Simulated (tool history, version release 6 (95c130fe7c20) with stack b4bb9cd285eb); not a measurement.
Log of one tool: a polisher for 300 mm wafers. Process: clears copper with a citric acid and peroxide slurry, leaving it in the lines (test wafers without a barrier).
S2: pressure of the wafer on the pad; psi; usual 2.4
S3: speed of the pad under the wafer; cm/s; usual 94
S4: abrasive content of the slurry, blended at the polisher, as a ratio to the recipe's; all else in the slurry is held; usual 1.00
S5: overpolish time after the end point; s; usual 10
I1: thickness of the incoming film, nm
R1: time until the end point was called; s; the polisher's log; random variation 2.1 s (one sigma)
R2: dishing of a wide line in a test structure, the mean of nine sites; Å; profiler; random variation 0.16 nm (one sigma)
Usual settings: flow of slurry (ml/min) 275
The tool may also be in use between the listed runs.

Run 1, hour 0.0: usual settings; I1 210.9. Result: R1 139.9 s, R2 122 Å.
At hour 13.0: worn pad replaced by a new one.
Run 2, hour 60.2: usual settings; I1 212.1. Result: R1 117.4 s, R2 137 Å.
At hour 121.2: slurry nozzle cleaned.
Run 3, hour 125.3: usual settings; I1 213.7. Result: R1 123.3 s, R2 133 Å.
Run 4, hour 170.2: usual settings but flow of slurry (ml/min) 225; I1 211.1. Result: R1 131.6 s, R2 129 Å.
At hour 180.2: slurry blender recalibrated.
Run 5, hour 226.6: usual settings but flow of slurry (ml/min) 225; I1 210.0. Result: R1 135.2 s, R2 121 Å.
At hour 257.4: worn pad replaced by a new one.
Run 6, hour 287.1: usual settings but flow of slurry (ml/min) 225; I1 208.2. Result: R1 115.8 s, R2 133 Å.
At hour 296.5: head pressure recalibrated.
Run 7, hour 333.8: usual settings; I1 212.6. Result: R1 119.6 s, R2 136 Å.
At hour 347.4: slurry blender recalibrated.
Run 8, hour 397.1: usual settings; I1 210.7. Result: R1 121.7 s, R2 132 Å.
At hour 449.6: worn pad replaced by a new one.
Run 9, hour 450.1: usual settings but flow of slurry (ml/min) 215; I1 208.1. Result: R1 116.3 s, R2 135 Å.
Run 10, hour 517.0: usual settings but flow of slurry (ml/min) 215; I1 212.4. Result: R1 123.3 s, R2 133 Å.
At hour 522.7: slurry blender recalibrated.
Run 11, hour 562.7: usual settings but S2 2.9 psi; I1 210.4. Result: R1 96.5 s, R2 159 Å.
Run 12, hour 588.9: usual settings; I1 207.7. Result: R1 123.3 s, R2 133 Å.
Run 13, hour 650.5: usual settings but flow of slurry (ml/min) 300, S2 2.1 psi, S4 1.15, S5 13 s; I1 208.2. Result: R1 141.2 s, R2 147 Å.
At hour 657.3: slurry nozzle cleaned.
At hour 665.7: worn pad replaced by a new one.
Run 14, hour 676.6: usual settings; I1 209.8. Result: R1 118.1 s, R2 140 Å.
At hour 699.9: slurry blender recalibrated.
Run 15, hour 715.8: usual settings; I1 213.3. Result: R1 120.2 s, R2 141 Å.
Run 16, hour 777.8: usual settings but flow of slurry (ml/min) 340, S4 0.80; I1 214.0. Result: R1 124.6 s, R2 133 Å.
Run 17, hour 822.8: usual settings but flow of slurry (ml/min) 220, S2 2.7 psi, S5 13 s; I1 211.4. Result: R1 115.6 s, R2 184 Å.
At hour 847.6: head pressure recalibrated.
Run 18, hour 856.9: usual settings but S2 3.2 psi, S4 1.15, S5 13 s; I1 212.9. Result: R1 97.4 s, R2 220 Å.
At hour 880.1: worn pad replaced by a new one.
At hour 880.6: slurry blender recalibrated.
Run 19, hour 895.4: usual settings; I1 209.0. Result: R1 115.1 s, R2 140 Å.

Run 20 comes next. What will it give?
Run 20, hour 949.1: usual settings but S3 84 cm/s; I1 210.0. Result: R1 ?, R2 ?.

R1: 131.7 s
R2: 121 Å
Without the tool's hidden state the same run would have given R1 129.5 s, R2 123 Å.
